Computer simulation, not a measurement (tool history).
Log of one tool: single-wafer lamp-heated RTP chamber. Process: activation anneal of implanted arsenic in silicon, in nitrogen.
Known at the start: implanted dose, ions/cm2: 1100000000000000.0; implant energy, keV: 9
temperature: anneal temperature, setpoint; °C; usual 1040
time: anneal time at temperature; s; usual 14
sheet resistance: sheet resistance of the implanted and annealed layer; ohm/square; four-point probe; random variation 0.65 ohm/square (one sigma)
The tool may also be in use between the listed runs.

run,day,temperature,time,"read-back reference wafer on the same gauge, sheet resistance",sheet resistance
1,0,1040,14,134.8,122.72
2,0.658,1040,14,135.04,123.17
3,1.162,1040,14,135.03,121.41
4,1.542,1063,14,134.8,111.89
5,1.971,1063,14,135.06,112.49
6,2.567,1030,14,134.94,125.87
7,3.15,1030,14,134.78,126.01
8,3.483,1030,14,135.03,125.68
9,3.829,1019,14,135.18,130.67
10,4.433,1019,14,135.12,130.35
# day 4.904: pyrometer window cleaned and pyrometer calibrated
# day 5.046: reflector plate cleaned
11,5.067,1040,17,134.58,121.88
12,5.371,1040,17,135.09,123.75
13,5.996,1060,20,135.27,111.68
14,6.425,1060,20,135.22,110.79
15,7.15,1060,20,135.21,111.76
16,8.892,1020,11,135,144.2
17,9.254,1067,17,134.74,110.45
18,9.642,1017,18,134.89,131.25
19,10.321,1067,19,135.08,108.26
# day 10.929: gauge calibrated
20,10.962,1040,14,134.56,124.41
21,11.217,1067,14,134.78,111.21
22,11.942,1040,14,134.99,122.95
# day 12.642: pyrometer window cleaned and pyrometer calibrated
23,12.662,1059,12,135.09,121.57
24,13.108,1015,20,134.89,134.13
25,13.608,1019,16,134.78,137.12
26,13.942,1060,20,134.93,112.45
27,14.425,1040,14,135.02,125.93
28,14.992,1012,19,134.96,135.4
29,15.275,1023,6,135.13,158.19
30,15.942,1054,10,134.82,124.69
31,16.346,1040,14,135.05,123.43
32,18.142,1040,14,135.1,122.42
33,18.846,1012,8,135.06,153.09
34,19.171,1026,9,135.12,142.3
35,19.796,1030,14,135.04,126.93
36,20.542,1040,14,134.97,121.63
37,20.946,1040,14,134.63,122.02
# day 22.7: pyrometer window cleaned and pyrometer calibrated
38,22.721,1040,20,134.9,119.47

Some steps in sheet resistance between neighbouring runs. How much of each would the tool show without its hidden state too (settings, what came in, random variation), and how much is left for the hidden state, with any gauge scatter that isn't in both results?
The hidden state here: true wafer temperature minus pyrometer reading, K; wafer temperature error from the tarnished reflector plate, K; gauge reads high (%).
Run 10 -> 11: temperature 1019 -> 1040, time 14 -> 17, pyrometer window cleaned and pyrometer calibrated, reflector plate cleaned. sheet resistance -8.47 ohm/square: hidden state +11.39, all else -19.86.
Run 15 -> 16: temperature 1060 -> 1020, time 20 -> 11. sheet resistance +32.44 ohm/square: hidden state -4.05, all else +36.49.
Run 16 -> 17: temperature 1020 -> 1067, time 11 -> 17. sheet resistance -33.75 ohm/square: hidden state +3.29, all else -37.04.
Run 22 -> 23: temperature 1040 -> 1059, time 14 -> 12, pyrometer window cleaned and pyrometer calibrated. sheet resistance -1.38 ohm/square: hidden state +5.59, all else -6.97.
Run 29 -> 30: temperature 1023 -> 1054, time 6 -> 10. sheet resistance -33.5 ohm/square: hidden state +0.89, all else -34.39.
Run 37 -> 38: time 14 -> 20, pyrometer window cleaned and pyrometer calibrated. sheet resistance -2.55 ohm/square: hidden state +5.27, all else -7.82.

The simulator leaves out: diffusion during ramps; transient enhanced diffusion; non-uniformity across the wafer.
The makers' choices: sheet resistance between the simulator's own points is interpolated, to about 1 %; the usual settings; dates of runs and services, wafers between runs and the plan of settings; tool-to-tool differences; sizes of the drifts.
